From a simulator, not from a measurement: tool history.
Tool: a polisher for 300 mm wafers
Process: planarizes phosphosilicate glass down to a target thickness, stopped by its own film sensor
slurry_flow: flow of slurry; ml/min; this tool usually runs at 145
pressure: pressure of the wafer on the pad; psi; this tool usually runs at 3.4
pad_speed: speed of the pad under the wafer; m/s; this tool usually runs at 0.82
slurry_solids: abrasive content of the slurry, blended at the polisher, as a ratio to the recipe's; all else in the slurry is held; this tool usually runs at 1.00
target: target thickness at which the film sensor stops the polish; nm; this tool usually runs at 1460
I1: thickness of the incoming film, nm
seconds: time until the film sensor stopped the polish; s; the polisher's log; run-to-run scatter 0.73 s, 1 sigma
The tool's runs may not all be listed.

Run 1, hour 0.0: usual settings; I1 2038.2. Result: seconds 63.7 s.
Run 2, hour 70.1: usual settings; I1 2033.9. Result: seconds 63.8 s.
Run 3, hour 149.5: usual settings; I1 2043.6. Result: seconds 64.0 s.
Run 4, hour 232.5: usual settings; I1 2021.1. Result: seconds 62.4 s.
Run 5, hour 310.0: usual settings but pressure 3.9 psi; I1 2087.3. Result: seconds 60.0 s.
Run 6, hour 398.7: usual settings; I1 2032.4. Result: seconds 64.0 s.
Run 7, hour 462.8: usual settings; I1 2038.5. Result: seconds 64.4 s.
Run 8, hour 523.0: usual settings; I1 2050.2. Result: seconds 66.0 s.
Run 9, hour 612.5: usual settings but pad_speed 0.68 m/s; I1 2073.6. Result: seconds 79.5 s.
Run 10, hour 699.1: usual settings but slurry_flow 190 ml/min, slurry_solids 1.30; I1 2048.2. Result: seconds 57.0 s.
Run 11, hour 771.2: usual settings; I1 2021.4. Result: seconds 63.6 s.
Run 12, hour 826.3: usual settings but slurry_flow 185 ml/min, pressure 3.1 psi; I1 2035.9. Result: seconds 68.3 s.
Run 13, hour 909.7: usual settings but slurry_flow 125 ml/min, pressure 2.7 psi, target 1382 nm; I1 2070.6. Result: seconds 97.5 s.
Run 14, hour 1016.7: usual settings but slurry_flow 130 ml/min, pad_speed 1.06 m/s; I1 2050.1. Result: seconds 53.4 s.
Run 15, hour 1084.3: usual settings; I1 2058.2. Result: seconds 67.9 s.
Run 16, hour 1145.9: usual settings but pressure 2.3 psi, slurry_solids 0.75; I1 2045.7. Result: seconds 107.0 s.
Run 17, hour 1188.1: usual settings; I1 2019.7. Result: seconds 62.3 s.

Withheld: 17 entries from between the runs. Position of each, and hidden state at the listed run before versus the listed run after:
Run 3 -> run 4: conditioning disc replaced and pad reconditioned (hour 184.8); slurry blender recalibrated (hour 198.9); worn pad replaced by a new one (hour 222.0)
  the hidden state is the same at both runs
Run 6 -> run 7: slurry blender recalibrated (hour 430.4); worn pad replaced by a new one (hour 436.0); conditioning disc replaced and pad reconditioned (hour 439.2)
  the hidden state is the same at both runs
Run 9 -> run 10: conditioning disc replaced and pad reconditioned (hour 656.2); worn pad replaced by a new one (hour 678.5); slurry blender recalibrated (hour 690.2)
  the hidden state is the same at both runs
Run 12 -> run 13: head pressure recalibrated (hour 834.3); conditioning disc replaced and pad reconditioned (hour 865.6); worn pad replaced by a new one (hour 887.8); slurry nozzle cleaned (hour 892.6)
  the hidden state is the same at both runs
Run 13 -> run 14: slurry blender recalibrated (hour 923.1)
  the hidden state is the same at both runs
Run 14 -> run 15: conditioning disc replaced and pad reconditioned (hour 1072.9)
  the hidden state is the same at both runs
Run 15 -> run 16: worn pad replaced by a new one (hour 1090.4)
  the hidden state is the same at both runs
Run 16 -> run 17: slurry blender recalibrated (hour 1154.6)
  the hidden state is the same at both runs
